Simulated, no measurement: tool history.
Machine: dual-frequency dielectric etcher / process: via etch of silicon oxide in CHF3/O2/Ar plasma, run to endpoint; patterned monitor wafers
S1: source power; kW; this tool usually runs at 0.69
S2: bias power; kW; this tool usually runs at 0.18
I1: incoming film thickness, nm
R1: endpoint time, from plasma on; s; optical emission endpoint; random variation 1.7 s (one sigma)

run   hour    S1     S2     I1     R1
  1      0  0.82  0.151  801.2  362.4
  2    9.6  0.69   0.18  801.5  370.6
  3   25.3  0.69   0.18  800.2    369
  4   32.1  0.69   0.18  786.7  366.7
  5   49.3  0.69   0.18  808.8  375.4
  6   62.3  0.69   0.18  792.7  365.4
  7   70.2  0.69   0.18  788.8  364.8
  8   78.6   0.6  0.211  793.1  373.1
  9     86  0.69  0.168  799.1  376.5
 10  103.4  0.69  0.168  793.3    377
 11    110  0.69  0.168  789.8  378.6
 12  117.7  0.69   0.18  811.1  377.1
 13  130.9  0.69   0.18  790.7  366.9
 14  139.1  0.69   0.18  798.3  366.9
 15  156.6  0.69   0.18  800.9  368.2
 16  166.9  0.69   0.18  796.7  370.6
 17  184.6  0.69   0.18  781.3  358.2
 18  198.2  0.77   0.18  798.9  342.6
 19  213.4  0.54   0.22    793  392.2
 20  227.6   0.6   0.18    795    399
 21  244.6  0.69  0.145  793.4  398.8
     271.1  -- bias power generator calibrated
     279.2  -- wet clean of the chamber
     281.8  -- source power generator calibrated
     304.7  -- upper electrode replaced
 22  305.2  0.69   0.18  797.7  367.2
 23  305.6  0.64  0.209  785.6  358.9
 24    306   0.6  0.219  798.1  367.7
 25  307.8  0.54   0.18  794.1  430.1
 26  318.3  0.69   0.18  798.2  370.6
 27  326.3  0.64  0.155  795.2  409.5
 28  343.2  0.59  0.145  800.1  445.7
 29  354.1   0.6   0.18  797.8  402.1
 30  390.3  0.69   0.18  797.9  367.8
 31  400.1  0.59   0.18  794.3  404.8
 32    408  0.78  0.163  792.5  350.5
 33  421.7  0.69   0.18  793.2  367.6
 34  434.7  0.64  0.195  799.5  375.9

The tool's hidden state at each run:
etch rate over this chamber's usual, %: 0 in every run
source power that arrives over what is set, %: 0 in every run
bias power that arrives over what is set, %: 0 in every run
